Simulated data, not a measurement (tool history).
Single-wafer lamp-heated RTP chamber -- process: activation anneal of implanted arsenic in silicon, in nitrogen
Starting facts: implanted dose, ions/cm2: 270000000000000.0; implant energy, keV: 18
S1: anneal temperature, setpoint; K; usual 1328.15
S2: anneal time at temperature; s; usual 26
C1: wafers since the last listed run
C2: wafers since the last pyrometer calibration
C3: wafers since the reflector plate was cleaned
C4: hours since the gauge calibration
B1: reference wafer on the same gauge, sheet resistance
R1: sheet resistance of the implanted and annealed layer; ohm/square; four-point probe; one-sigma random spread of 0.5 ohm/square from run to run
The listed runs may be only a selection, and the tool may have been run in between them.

Run 1, hour 0.0: usual settings; C1 0; C2 5022; C3 4498; C4 49.2; B1 309.13. Result: R1 329.04 ohm/square.
At hour 104.1: pyrometer window cleaned and pyrometer calibrated.
Run 2, hour 104.6: usual settings; C1 2134; C2 10; C3 6633; C4 153.8; B1 309.06. Result: R1 332.43 ohm/square.
At hour 153.4: reflector plate cleaned.
Run 3, hour 299.2: usual settings; C1 4123; C2 4133; C3 3222; C4 348.4; B1 308.95. Result: R1 331.05 ohm/square.
Run 4, hour 398.7: usual settings; C1 2198; C2 6332; C3 5421; C4 447.9; B1 308.99. Result: R1 330.24 ohm/square.
At hour 471.6: pyrometer window cleaned and pyrometer calibrated.
At hour 525.5: reflector plate cleaned.
Run 5, hour 563.3: usual settings; C1 3283; C2 1850; C3 834; C4 612.5; B1 308.95. Result: R1 331.87 ohm/square.
Run 6, hour 643.5: usual settings; C1 1772; C2 3622; C3 2606; C4 692.7; B1 309.06. Result: R1 330.47 ohm/square.
Run 7, hour 724.8: usual settings but S1 1305.15 K; C1 1796; C2 5418; C3 4403; C4 774.0; B1 309.15. Result: R1 335.32 ohm/square.
Run 8, hour 794.9: usual settings; C1 1548; C2 6967; C3 5952; C4 844.1; B1 309.00. Result: R1 330.39 ohm/square.
At hour 820.5: pyrometer window cleaned and pyrometer calibrated.
At hour 887.4: reflector plate cleaned.
Run 9, hour 898.5: usual settings; C1 1935; C2 1546; C3 245; C4 947.7; B1 309.00. Result: R1 331.91 ohm/square.
Run 10, hour 1000.4: usual settings; C1 2251; C2 3798; C3 2496; C4 1049.6; B1 308.90. Result: R1 331.23 ohm/square.
At hour 1203.1: pyrometer window cleaned and pyrometer calibrated.
At hour 1242.1: gauge calibrated.
Run 11, hour 1285.3: usual settings; C1 6118; C2 1815; C3 8615; C4 43.2; B1 308.91. Result: R1 330.01 ohm/square.
At hour 1297.7: reflector plate cleaned.
Run 12, hour 1368.8: usual settings but S2 38 s; C1 1668; C2 3483; C3 1570; C4 126.7; B1 308.97. Result: R1 325.99 ohm/square.
Run 13, hour 1420.5: usual settings but S1 1355.15 K, S2 19 s; C1 1142; C2 4626; C3 2713; C4 178.4; B1 309.05. Result: R1 328.17 ohm/square.
Run 14, hour 1514.9: usual settings but S1 1313.15 K, S2 40 s; C1 2085; C2 6712; C3 4799; C4 272.8; B1 308.96. Result: R1 328.37 ohm/square.
At hour 1536.7: pyrometer window cleaned and pyrometer calibrated.
Run 15, hour 1602.2: usual settings; C1 1752; C2 1448; C3 6551; C4 360.1; B1 309.13. Result: R1 330.70 ohm/square.
At hour 1624.3: reflector plate cleaned.
Run 16, hour 1698.1: usual settings but S1 1338.15 K, S2 39 s; C1 1942; C2 3390; C3 1631; C4 456.0; B1 309.05. Result: R1 323.14 ohm/square.
Run 17, hour 1775.0: usual settings but S1 1336.15 K, S2 12 s; C1 1699; C2 5089; C3 3330; C4 532.9; B1 308.90. Result: R1 337.24 ohm/square.
Run 18, hour 1838.7: usual settings but S1 1340.15 K, S2 15 s; C1 1407; C2 6497; C3 4738; C4 596.6; B1 308.96. Result: R1 333.91 ohm/square.

Below are 4 alternative next runs, each starting from the tool's condition after run 18. Predict each:
Run A, hour 1839.1: usual settings; C1 8; C2 6506; C3 4747; C4 597.0; B1 ?. Result: R1 ?.
Run B, hour 1839.1: usual settings but S1 1310.15 K, S2 34 s; C1 8; C2 6506; C3 4747; C4 597.0; B1 ?. Result: R1 ?.
Run C, hour 1839.1: usual settings but S1 1336.15 K, S2 16 s; C1 8; C2 6506; C3 4747; C4 597.0; B1 ?. Result: R1 ?.
Run D, hour 1839.1: usual settings but S1 1304.15 K, S2 12 s; C1 8; C2 6506; C3 4747; C4 597.0; B1 ?. Result: R1 ?.

run      B1      R1
  A  308.99  329.35
  B  308.99  330.93
  C  308.99  332.88
  D  308.99  341.28
Take away the tool's hidden state, keep each run's random variation, and the runs would have read:
run      R1
  A  333.64
  B  335.01
  C  336.58
  D  343.57
